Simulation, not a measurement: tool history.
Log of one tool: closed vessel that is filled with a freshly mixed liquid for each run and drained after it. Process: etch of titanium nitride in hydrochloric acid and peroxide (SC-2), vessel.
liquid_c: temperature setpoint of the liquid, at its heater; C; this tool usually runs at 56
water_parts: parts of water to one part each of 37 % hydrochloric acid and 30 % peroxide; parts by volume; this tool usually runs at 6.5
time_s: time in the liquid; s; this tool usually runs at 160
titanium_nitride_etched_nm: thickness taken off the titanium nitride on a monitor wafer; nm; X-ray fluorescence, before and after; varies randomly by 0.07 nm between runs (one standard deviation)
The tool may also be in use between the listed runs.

run   hour  liquid_c  water_parts  time_s  wafers since the last listed run  hours since the thermometer was replaced  hours since the chemicals flow meter was replaced  hours since the drum of peroxide was connected  hours since the gauge calibration  read-back film thickness of the titanium nitride reference wafer, read on the same gauge (nm)  titanium_nitride_etched_nm
  1      0        56          6.5     160                                 0                                     882.1                                               82.9                                           421.3                              805.7                                                                                         149.99                        7.39
  2   32.2        56          6.5     160                              3294                                     914.3                                              115.1                                           453.5                              837.9                                                                                         150.01                        7.46
  3   60.8        56          6.5      90                              2926                                     942.9                                              143.7                                           482.1                              866.5                                                                                         149.99                        4.15
      75.9  -- new drum of peroxide connected
  4   76.4        56          6.5     160                              1493                                     958.5                                              159.3                                             0.5                              882.1                                                                                         150.01                        7.99
  5  106.1        56          6.5     195                              3038                                     988.2                                                189                                            30.2                              911.8                                                                                         150.01                        9.85
  6  180.7        56            8     160                              7632                                    1062.8                                              263.6                                           104.8                              986.4                                                                                         150.02                        6.79
  7    196        56            8     160                              1565                                    1078.1                                              278.9                                           120.1                             1001.7                                                                                         149.99                        6.76
  8  214.5        56            8     160                              1892                                    1096.6                                              297.4                                           138.6                             1020.2                                                                                         150.01                        6.81
  9  297.5        56          6.5     160                              8491                                    1179.6                                              380.4                                           221.6                             1103.2                                                                                         149.99                        7.95
 10  315.3      63.5          5.5     160                              1821                                    1197.4                                              398.2                                           239.4                               1121                                                                                         150.02                        14.4
 11  350.3      59.5          8.5     160                              3580                                    1232.4                                              433.2                                           274.4                               1156                                                                                         149.99                        8.03
 12  378.4        56          6.5     160                              2874                                    1260.5                                              461.3                                           302.5                             1184.1                                                                                            150                        7.86
     425.3  -- chemicals flow meter replaced
 13  456.3        56          6.5     160                              7867                                    1338.4                                                 31                                           380.4                               1262                                                                                         150.01                        7.42
 14  476.1        56          6.5     135                              2025                                    1358.2                                               50.8                                           400.2                             1281.8                                                                                         149.99                        6.23
 15  489.5        56          6.5     160                              1370                                    1371.6                                               64.2                                           413.6                             1295.2                                                                                         149.99                        7.48
     491.2  -- gauge calibrated
 16  516.8      48.5          6.5     160                              2793                                    1398.9                                               91.5                                           440.9                               25.6                                                                                            150                        4.53
 17  534.2        56          6.5     160                              1780                                    1416.3                                              108.9                                           458.3                                 43                                                                                         150.02                         7.3
     537.2  -- new drum of peroxide connected
     553.5  -- thermometer replaced
 18  557.9      49.5          6.5     160                              2220                                       4.4                                              132.6                                            20.7                               66.7                                                                                            150                        5.26
 19  579.1        49          8.5      70                              2168                                      25.6                                              153.8                                            41.9                               87.9                                                                                         149.99                        1.81
 20  682.3        50          6.5     160                             10558                                     128.8                                                257                                           145.1                              191.1                                                                                         150.01                         5.4
 21  705.2        56          6.5     160                              2342                                     151.7                                              279.9                                             168                                214                                                                                            150                        7.95
 22  772.4      65.5            5     160                              6875                                     218.9                                              347.1                                           235.2                              281.2                                                                                            150                       17.49
 23    799      46.5          6.5     160                              2721                                     245.5                                              373.7                                           261.8                              307.8                                                                                         149.99                        4.22
 24  815.7        56          5.5     160                              1708                                     262.2                                              390.4                                           278.5                              324.5                                                                                         150.01                        9.04
 25  842.2        56          6.5      70                              2711                                     288.7                                              416.9                                             305                                351                                                                                         149.99                        3.43
 26  866.2        56            4     160                              2455                                     312.7                                              440.9                                             329                                375                                                                                         150.01                       11.14
 27  886.6        46          6.5      70                              2087                                     333.1                                              461.3                                           349.4                              395.4                                                                                         149.99                        1.77
 28  912.2        56          6.5     160                              2619                                     358.7                                              486.9                                             375                                421                                                                                         150.01                        7.92

Each row is a separate what-if for the run after 28, all from the same tool condition, not one after another. Results?
  A  912.9      61.5          6.5     160                                71                                     359.4                                              487.6                                           375.7                              421.7                                                                                              ?                           ?
  B  912.9      60.5            4     160                                71                                     359.4                                              487.6                                           375.7                              421.7                                                                                              ?                           ?
  C  912.9      47.5            5     225                                71                                     359.4                                              487.6                                           375.7                              421.7                                                                                              ?                           ?
  D  912.9      62.5            8     160                                71                                     359.4                                              487.6                                           375.7                              421.7                                                                                              ?                           ?
  E  912.9      62.5          8.5     195                                71                                     359.4                                              487.6                                           375.7                              421.7                                                                                              ?                           ?

run  read-back film thickness of the titanium nitride reference wafer, read on the same gauge (nm)  titanium_nitride_etched_nm
  A                                                                                         150.01                       10.97
  B                                                                                         150.01                       14.54
  C                                                                                         150.01                        7.54
  D                                                                                         150.01                        9.94
  E                                                                                         150.01                       11.55
Stripped of hidden state, with their random variation kept, the same runs would have yielded:
run  titanium_nitride_etched_nm
  A                       10.97
  B                        14.6
  C                        7.55
  D                        9.92
  E                       11.51
